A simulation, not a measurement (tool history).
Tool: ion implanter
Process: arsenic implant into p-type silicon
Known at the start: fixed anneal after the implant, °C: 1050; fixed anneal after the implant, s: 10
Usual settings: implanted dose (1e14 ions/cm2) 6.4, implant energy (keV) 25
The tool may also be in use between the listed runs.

run   hour  implanted dose (1e14 ions/cm2)  implant energy (keV)  read-back reference wafer on the same gauge, sheet resistance  sheet resistance of the implanted and annealed layer (ohm/square)
  1      0                            5.76                  19.5                                                         167.94                                                             185.25
  2   20.2                            5.76                  19.5                                                         167.94                                                             185.16
  3   47.5                             6.4                    25                                                         168.02                                                             164.69
  4   76.9                            7.21                    25                                                         167.87                                                             151.87
  5  111.3                            7.21                    25                                                         168.09                                                             152.01
  6  138.1                            7.41                    25                                                         167.99                                                             148.43
  7    160                            7.41                    25                                                         167.92                                                             148.91
  8  175.4                            7.41                    25                                                         167.94                                                             149.13
  9    200                             6.4                  20.5                                                         167.96                                                             170.48
     234.5  -- Faraday cup replaced and dose calibrated
 10    235                             6.4                    25                                                         167.95                                                             169.38
 11  258.7                             6.4                    25                                                         167.98                                                             169.47
 12  290.5                             6.4                    25                                                         168.04                                                             169.09
     311.5  -- gauge calibrated
 13  322.1                            8.15                    25                                                         167.98                                                             142.46
 14  354.1                            4.89                  19.5                                                          167.9                                                             212.61
 15  373.4                             6.4                    25                                                         168.05                                                             168.48
 16  394.8                            4.57                    33                                                         167.97                                                             208.29
 17  407.1                            7.29                    25                                                         167.94                                                             153.39
 18    511                            7.43                    29                                                         167.91                                                             147.36
 19  541.3                             6.4                    25                                                         167.93                                                             167.29
       587  -- extraction supply calibrated
 20    616                             6.4                  20.5                                                         168.04                                                             172.17
 21  644.9                            5.86                    31                                                         168.02                                                             172.23
 22  686.2                            5.54                    25                                                         168.06                                                             185.38
 23  716.2                            4.81                  28.5                                                         168.03                                                             201.84
 24  734.2                             7.6                  18.5                                                         168.06                                                             154.45

Forecast each of these 3 alternatives for the next run:
  A  734.6                             6.4                    32                                                              ?                                                                  ?
  B  734.6                             6.4                    30                                                              ?                                                                  ?
  C  734.6                            4.49                    22                                                              ?                                                                  ?

run  read-back reference wafer on the same gauge, sheet resistance  sheet resistance of the implanted and annealed layer (ohm/square)
  A                                                         168.09                                                             159.68
  B                                                         168.09                                                             161.36
  C                                                         168.09                                                             220.21
Without the tool's hidden state the same runs would have given:
run  sheet resistance of the implanted and annealed layer (ohm/square)
  A                                                             163.57
  B                                                             165.28
  C                                                             225.63
